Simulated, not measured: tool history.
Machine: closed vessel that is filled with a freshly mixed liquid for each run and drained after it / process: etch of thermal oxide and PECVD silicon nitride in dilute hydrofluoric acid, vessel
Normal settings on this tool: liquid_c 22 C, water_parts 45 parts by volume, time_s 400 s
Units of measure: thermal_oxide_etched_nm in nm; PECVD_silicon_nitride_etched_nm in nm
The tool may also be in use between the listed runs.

run,hour,liquid_c,water_parts,time_s,wafers since the last listed run,hours since the thermometer was replaced,hours since the hydrofluoric acid flow meter was replaced,hours since the gauge calibration,"read-back film thickness of the thermal oxide reference wafer, read on the same gauge (nm)","read-back film thickness of the PECVD silicon nitride reference wafer, read on the same gauge (nm)",thermal_oxide_etched_nm,PECVD_silicon_nitride_etched_nm
1,0,22,45,285,0,2333.4,352.9,1281.2,70.01,40.01,28.38,21.36
2,73.4,22,45,400,4217,2406.8,426.3,1354.6,70,40,39.8,30.2
3,143.2,22,45,400,4010,2476.6,496.1,1424.4,70.01,40.02,39.81,29.69
4,227.1,22,45,400,4820,2560.5,580,1508.3,69.93,39.99,38.94,29.9
5,334.9,22,45,400,6193,2668.3,687.8,1616.1,69.98,39.99,39.8,30.04
6,428,26,45,400,5348,2761.4,780.9,1709.2,69.94,40,46.37,39.14
7,530.2,22,35,400,5871,2863.6,883.1,1811.4,69.97,40,50.94,38.28
8,576.5,24,30,535,2660,2909.9,929.4,1857.7,70,40,87.56,67.95
# hour 642.5: thermometer replaced
9,647.6,22,60,465,4027,5.1,1000.5,1928.8,70,40.02,30.57,22.49
10,724.3,22,45,400,4406,81.8,1077.2,2005.5,69.94,39.99,35.89,25.89
# hour 733.7: gauge calibrated
11,788.5,22,45,610,3688,146,1141.4,54.8,70.02,40.01,54.81,39.7
# hour 808.4: hydrofluoric acid flow meter replaced
12,848.4,22,45,400,3384,205.9,40,114.7,69.99,40,38.28,27.69
13,944.4,22,30,495,5515,301.9,136,210.7,70.02,40.03,71.89,50.39
14,990.2,19.5,45,610,2631,347.7,181.8,256.5,70.01,40.01,52.66,35.13
15,1032.3,25.5,40,400,2418,389.8,223.9,298.6,69.98,40,49.2,39.22
16,1116.3,20,30,400,4826,473.8,307.9,382.6,69.96,40,53.89,35.38
17,1207.9,26.5,60,505,5262,565.4,399.5,474.2,70,39.98,41.84,35.39
18,1307.8,22,30,400,5739,665.3,499.4,574.1,69.96,39.97,56.95,40.79
19,1409.6,22,45,400,5848,767.1,601.2,675.9,70.02,40.01,37.62,27.05
20,1487.1,19,60,550,4452,844.6,678.7,753.4,70.04,39.99,34.05,23.38
21,1562.6,25,45,400,4337,920.1,754.2,828.9,70,40.01,42.06,33.65
22,1624.6,22,45,400,3562,982.1,816.2,890.9,70,40,37.29,27.47
23,1726.4,19,25,280,5848,1083.9,918,992.7,69.99,39.97,43.12,27.58

Run 24 is up next; what results do you expect?
24,1770.6,20.5,25,400,2539,1128.1,962.2,1036.9,?,?,?,?

Run 24 produced read-back film thickness of the thermal oxide reference wafer, read on the same gauge (nm) 70.05, read-back film thickness of the PECVD silicon nitride reference wafer, read on the same gauge (nm) 40.01, thermal_oxide_etched_nm 64.7 nm, PECVD_silicon_nitride_etched_nm 43.55 nm.
Without the tool's hidden state the same run would have given thermal_oxide_etched_nm 65.91 nm, PECVD_silicon_nitride_etched_nm 43.06 nm.
